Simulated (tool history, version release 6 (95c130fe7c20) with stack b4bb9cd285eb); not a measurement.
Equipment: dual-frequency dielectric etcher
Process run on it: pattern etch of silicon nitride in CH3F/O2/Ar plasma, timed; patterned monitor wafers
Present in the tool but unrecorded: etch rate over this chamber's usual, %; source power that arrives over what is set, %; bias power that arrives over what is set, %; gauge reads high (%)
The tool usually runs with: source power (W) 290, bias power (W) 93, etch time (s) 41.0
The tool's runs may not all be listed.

run	day	source power (W)	bias power (W)	etch time (s)	wafers since the last listed run	hours since the last wet clean	hours since the last source power generator calibration	hours since the last bias power generator calibration	hours since the last upper electrode change	hours since the gauge calibration	read-back reference wafer on the same gauge, depth_nm	mean etch depth across the wafer (nm)
1	0.000	290	93	41.0	0	218.8	1975.5	1522.6	2639.2	138.5	33.58	30.91
2	2.062	290	93	41.0	841	268.3	2025.0	1572.1	2688.7	188.0	33.59	30.92
3	3.062	290	93	41.0	407	292.3	2049.0	1596.1	2712.7	212.0	33.59	31.09
4	4.704	290	93	41.0	669	331.7	2088.4	1635.5	2752.1	251.4	33.60	31.04
5	7.112	340	93	41.0	982	389.5	2146.2	1693.3	2809.9	309.2	33.59	33.23
6	9.904	340	93	41.0	1138	456.5	2213.2	1760.3	2876.9	376.2	33.59	33.28
7	11.050	310	81	41.0	467	484.0	2240.7	1787.8	2904.4	403.7	33.60	30.64
# day 11.988: source power generator calibrated
# day 12.917: wet clean of the chamber
# day 13.271: bias power generator calibrated
8	13.292	310	81	41.0	399	9.0	31.3	0.5	2958.2	457.5	33.61	29.70
9	20.854	310	81	41.0	3084	190.5	212.8	182.0	3139.7	639.0	33.60	29.89
10	22.821	290	93	41.0	802	237.7	260.0	229.2	3186.9	686.2	33.60	30.47
11	23.888	270	93	41.0	435	263.3	285.6	254.8	3212.5	711.8	33.61	29.67
# day 25.633: upper electrode replaced
12	25.654	320	93	52.0	312	305.7	328.0	297.2	0.5	754.2	33.62	40.43
# day 26.771: gauge calibrated
13	27.725	230	99	41.0	844	355.4	377.7	346.9	50.2	22.9	33.60	28.43
14	28.871	240	93	33.5	467	382.9	405.2	374.4	77.7	50.4	33.62	23.09
15	30.000	290	93	41.0	460	410.0	432.3	401.5	104.8	77.5	33.61	30.65
16	31.162	310	81	41.0	474	437.9	460.2	429.4	132.7	105.4	33.59	30.05
# day 32.521: wet clean of the chamber
17	33.267	290	93	35.0	450	17.9	510.7	479.9	183.2	155.9	33.60	25.97
18	35.933	220	107	41.0	1087	81.9	574.7	543.9	247.2	219.9	33.60	28.54
19	37.925	240	93	48.0	812	129.7	622.5	591.7	295.0	267.7	33.60	32.96

Alternative continuations, all from the tool just after run 19; predict every row:
A	37.942	290	93	41.0	6	130.1	622.9	592.1	295.4	268.1	?	?
B	37.942	270	99	29.0	6	130.1	622.9	592.1	295.4	268.1	?	?
C	37.942	230	76	41.0	6	130.1	622.9	592.1	295.4	268.1	?	?
D	37.942	230	93	41.0	6	130.1	622.9	592.1	295.4	268.1	?	?

run	read-back reference wafer on the same gauge, depth_nm	mean etch depth across the wafer (nm)
A	33.61	30.53
B	33.61	21.42
C	33.61	25.86
D	33.61	27.70
Without the tool's hidden state the same runs would have given:
run	mean etch depth across the wafer (nm)
A	30.27
B	21.24
C	25.64
D	27.46

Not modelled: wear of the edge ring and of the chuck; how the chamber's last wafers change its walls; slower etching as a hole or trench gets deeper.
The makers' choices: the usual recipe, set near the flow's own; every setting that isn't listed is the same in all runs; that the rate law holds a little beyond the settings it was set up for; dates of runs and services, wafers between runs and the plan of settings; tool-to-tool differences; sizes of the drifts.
